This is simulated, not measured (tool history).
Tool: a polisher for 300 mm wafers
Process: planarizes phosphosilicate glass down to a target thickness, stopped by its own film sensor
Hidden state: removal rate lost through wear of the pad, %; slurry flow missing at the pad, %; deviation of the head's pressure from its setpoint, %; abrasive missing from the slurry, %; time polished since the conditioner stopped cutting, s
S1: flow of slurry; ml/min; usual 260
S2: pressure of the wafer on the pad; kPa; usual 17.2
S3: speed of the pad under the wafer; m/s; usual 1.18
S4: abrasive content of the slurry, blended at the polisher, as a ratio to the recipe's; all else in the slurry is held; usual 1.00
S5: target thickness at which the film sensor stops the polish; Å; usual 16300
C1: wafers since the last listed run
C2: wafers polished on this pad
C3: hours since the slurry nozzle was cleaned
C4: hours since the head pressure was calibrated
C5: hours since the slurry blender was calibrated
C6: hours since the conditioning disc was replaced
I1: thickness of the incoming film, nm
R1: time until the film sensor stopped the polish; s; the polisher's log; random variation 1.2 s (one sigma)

run	hour	S1	S2	S3	S4	S5	C1	C2	C3	C4	C5	C6	I1	R1
1	0.0	260	17.2	1.18	0.85	15470	0	1507	879.9	237.4	382.8	377.9	2256.1	118.4
2	7.1	260	17.2	1.18	1.00	16300	64	1571	887.0	244.5	389.9	385.0	2273.4	104.8
# hour 12.9: worn pad replaced by a new one
3	22.7	260	17.2	1.18	1.00	16300	104	88	902.6	260.1	405.5	400.6	2262.2	102.0
# hour 36.1: slurry nozzle cleaned
4	38.3	260	17.2	1.18	1.00	16300	132	220	2.2	275.7	421.1	416.2	2193.3	91.5
5	51.9	260	17.2	1.18	1.00	16300	123	343	15.8	289.3	434.7	429.8	2215.1	97.0
6	63.4	260	17.2	1.18	1.00	16300	104	447	27.3	300.8	446.2	441.3	2206.0	96.0
# hour 72.0: head pressure recalibrated
# hour 80.8: slurry blender recalibrated
7	81.3	260	17.2	1.18	1.00	17100	125	573	45.2	9.3	0.5	459.2	2188.0	73.3
8	88.8	260	21.4	1.30	1.00	16300	67	640	52.7	16.8	8.0	466.7	2227.2	68.0
# hour 99.0: conditioning disc replaced and pad reconditioned
9	99.9	260	19.3	1.18	1.00	16890	82	723	63.8	27.9	19.1	0.9	2220.7	73.6
10	115.0	260	17.2	1.18	1.10	15430	136	859	78.9	43.0	34.2	16.0	2208.5	100.0
11	155.0	260	18.6	0.88	1.00	15300	361	1221	118.9	83.0	74.2	56.0	2223.2	124.1
# hour 164.1: worn pad replaced by a new one
12	167.4	260	17.2	1.18	1.00	16940	75	29	131.3	95.4	86.6	68.4	2228.6	84.4
13	182.4	260	13.1	1.18	0.90	16300	135	165	146.3	110.4	101.6	83.4	2232.2	129.9
14	194.0	260	11.7	1.46	1.00	14520	104	270	157.9	122.0	113.2	95.0	2210.6	153.4
15	207.9	260	17.2	1.18	0.85	16300	125	396	171.8	135.9	127.1	108.9	2221.7	97.9
16	216.7	260	17.2	1.18	1.00	16300	79	475	180.6	144.7	135.9	117.7	2214.6	92.4
17	227.3	260	17.2	1.18	1.30	16940	95	571	191.2	155.3	146.5	128.3	2197.5	75.8
18	235.4	260	17.2	0.84	1.15	14390	73	644	199.3	163.4	154.6	136.4	2229.6	155.7
19	245.3	260	15.2	1.18	1.15	17870	89	734	209.2	173.3	164.5	146.3	2220.9	76.1
20	258.2	260	17.2	1.18	1.00	16300	116	850	222.1	186.2	177.4	159.2	2227.3	94.2
21	265.4	260	17.2	1.18	1.00	16300	65	916	229.3	193.4	184.6	166.4	2216.5	94.7
22	276.1	260	22.1	1.18	1.00	17900	96	1012	240.0	204.1	195.3	177.1	2209.7	54.1
# hour 324.6: worn pad replaced by a new one
23	325.8	260	19.3	1.48	0.90	14710	413	11	289.7	253.8	245.0	226.8	2259.4	98.9
24	338.0	215	17.2	1.58	0.70	17500	110	121	301.9	266.0	257.2	239.0	2200.6	67.4
25	352.4	260	17.2	1.18	1.00	17100	130	251	316.3	280.4	271.6	253.4	2220.1	85.6

Forecast each of these 5 alternatives for the next run:
A	352.8	260	17.2	1.18	1.00	16300	3	255	316.7	280.8	272.0	253.8	2263.3	?
B	352.8	180	15.2	1.18	1.15	16300	3	255	316.7	280.8	272.0	253.8	2263.3	?
C	352.8	305	19.3	1.56	1.00	17350	3	255	316.7	280.8	272.0	253.8	2263.3	?
D	352.8	260	17.2	1.40	0.75	16300	3	255	316.7	280.8	272.0	253.8	2263.3	?
E	352.8	260	17.2	0.92	0.90	16300	3	255	316.7	280.8	272.0	253.8	2263.3	?

run	R1
A	104.2
B	120.2
C	61.9
D	98.6
E	128.7
Without the tool's hidden state the same runs would have given:
run	R1
A	96.4
B	111.2
C	57.2
D	91.2
E	119.0
